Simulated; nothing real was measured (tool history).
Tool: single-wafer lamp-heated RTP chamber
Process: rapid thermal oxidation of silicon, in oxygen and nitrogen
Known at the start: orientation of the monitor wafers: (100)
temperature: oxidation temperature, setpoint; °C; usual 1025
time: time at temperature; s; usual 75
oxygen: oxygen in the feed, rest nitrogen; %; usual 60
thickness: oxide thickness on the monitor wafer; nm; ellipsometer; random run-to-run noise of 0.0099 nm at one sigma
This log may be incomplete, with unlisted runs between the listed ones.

run     day  temperature  time  oxygen  wafers since the last listed run  wafers since the last pyrometer calibration  hours since the oxygen flow controller was replaced  hours since the gauge calibration  read-back reference wafer on the same gauge, thickness  thickness
  1       0         1025    75      60                                 0                                          754                                               2095.1                              358.1                                                   5.332      6.707
  2    1.15         1025    75      60                               406                                         1161                                               2122.7                              385.7                                                    5.33      6.715
  3   1.846         1037    49      60                               245                                         1406                                               2139.4                              402.4                                                   5.331      6.097
  4   2.558         1037    49      60                               251                                         1658                                               2156.5                              419.5                                                    5.33      6.096
  5   2.808         1025    50      60                                88                                         1747                                               2162.5                              425.5                                                    5.33      5.657
  6   3.304         1025    75      60                               175                                         1922                                               2174.4                              437.4                                                    5.33      6.756
      3.838  -- oxygen flow controller replaced
  7   3.858         1025    75      60                                78                                         2000                                                  0.5                              450.7                                                   5.329      6.763
  8   4.225         1025    75      60                               129                                         2129                                                  9.3                              459.5                                                   5.328      6.779
  9   4.771         1025    75      60                               192                                         2322                                                 22.4                              472.6                                                    5.33      6.757
 10   5.362         1025    99      49                               209                                         2531                                                 36.6                              486.8                                                    5.33      7.144
       5.75  -- pyrometer window cleaned and pyrometer calibrated
 11   5.908         1025    99      49                                75                                           56                                                 49.7                              499.9                                                    5.33      6.984
 12   7.962         1025    99      49                               725                                          782                                                   99                              549.2                                                   5.329      7.069
 13   8.612         1025    75      68                               229                                         1011                                                114.6                              564.8                                                   5.328      7.024
 14   9.104         1025    75      68                               173                                         1185                                                126.4                              576.6                                                    5.33       7.03
 15   9.775         1011    59      36                               237                                         1422                                                142.5                              592.7                                                    5.33      4.623
 16  10.492         1025    75      60                               253                                         1675                                                159.7                              609.9                                                   5.329      6.741
 17  10.746         1025    75      60                                89                                         1765                                                165.8                                616                                                   5.328      6.751
 18  11.479         1015    96      60                               259                                         2024                                                183.4                              633.6                                                    5.33      7.033
 19  11.954         1025    75      60                               167                                         2192                                                194.8                                645                                                   5.331       6.77
 20  12.546         1043    96      60                               209                                         2401                                                  209                              659.2                                                    5.33      8.578
 21  13.142         1025    51      60                               210                                         2612                                                223.3                              673.5                                                   5.329      5.705
 22  13.729         1013    75      60                               207                                         2820                                                237.4                              687.6                                                   5.329      6.213
     14.425  -- pyrometer window cleaned and pyrometer calibrated
 23  14.446         1025    75      60                               135                                            7                                                254.6                              704.8                                                   5.331      6.651
 24  14.962         1025    91      43                               182                                          189                                                  267                              717.2                                                   5.331      6.491
     15.271  -- gauge calibrated
 25  15.408         1025    75      60                               157                                          347                                                277.7                                3.3                                                   5.329      6.706
 26  15.904         1017    97      87                               175                                          522                                                289.6                               15.2                                                   5.331       8.11
 27  16.229         1025   112      80                               114                                          637                                                297.4                                 23                                                    5.33      8.934
 28  16.596         1025    75      60                               129                                          766                                                306.2                               31.8                                                    5.33       6.76
 29  17.088         1037    49      60                               173                                          940                                                  318                               43.6                                                   5.331      6.091
 30  17.558         1025    75      60                               166                                         1106                                                329.3                               54.9                                                   5.329      6.753
 31  18.117         1025    75      78                               197                                         1304                                                342.7                               68.3                                                    5.33      7.425
 32  18.696         1025    75      38                               204                                         1508                                                356.6                               82.2                                                    5.33      5.792
 33  19.075         1025    75      60                               133                                         1642                                                365.7                               91.3                                                   5.331      6.786
 34  19.771         1000    92      41                               245                                         1888                                                382.4                                108                                                    5.33      5.453
 35  20.212         1025    39      77                               156                                         2044                                                  393                              118.6                                                   5.329      5.556
 36  20.538         1053    41      60                               114                                         2159                                                400.8                              126.4                                                    5.33      6.303
 37  20.804         1025    75      78                                94                                         2253                                                407.2                              132.8                                                   5.329      7.455

Hidden condition of the tool, last listed run before each entry between runs versus first listed run after:
In the gap between runs 6 and 7: oxygen flow controller replaced (day 3.838)
  true wafer temperature minus pyrometer reading, K: 3.1 -> 3.17
  measured value less the no-hidden-state value, thickness: +0.145 -> +0.15 nm
In the gap between runs 10 and 11: pyrometer window cleaned and pyrometer calibrated (day 5.75)
  true wafer temperature minus pyrometer reading, K: 3.32 -> 0.437
  measured value less the no-hidden-state value, thickness: +0.165 -> +0.021 nm
In the gap between runs 22 and 23: pyrometer window cleaned and pyrometer calibrated (day 14.425)
  true wafer temperature minus pyrometer reading, K: 3.22 -> 0.938
  measured value less the no-hidden-state value, thickness: +0.141 -> +0.044 nm
In the gap between runs 24 and 25: gauge calibrated (day 15.271)
  true wafer temperature minus pyrometer reading, K: 1.48 -> 1.87
  measured value less the no-hidden-state value, thickness: +0.067 -> +0.088 nm

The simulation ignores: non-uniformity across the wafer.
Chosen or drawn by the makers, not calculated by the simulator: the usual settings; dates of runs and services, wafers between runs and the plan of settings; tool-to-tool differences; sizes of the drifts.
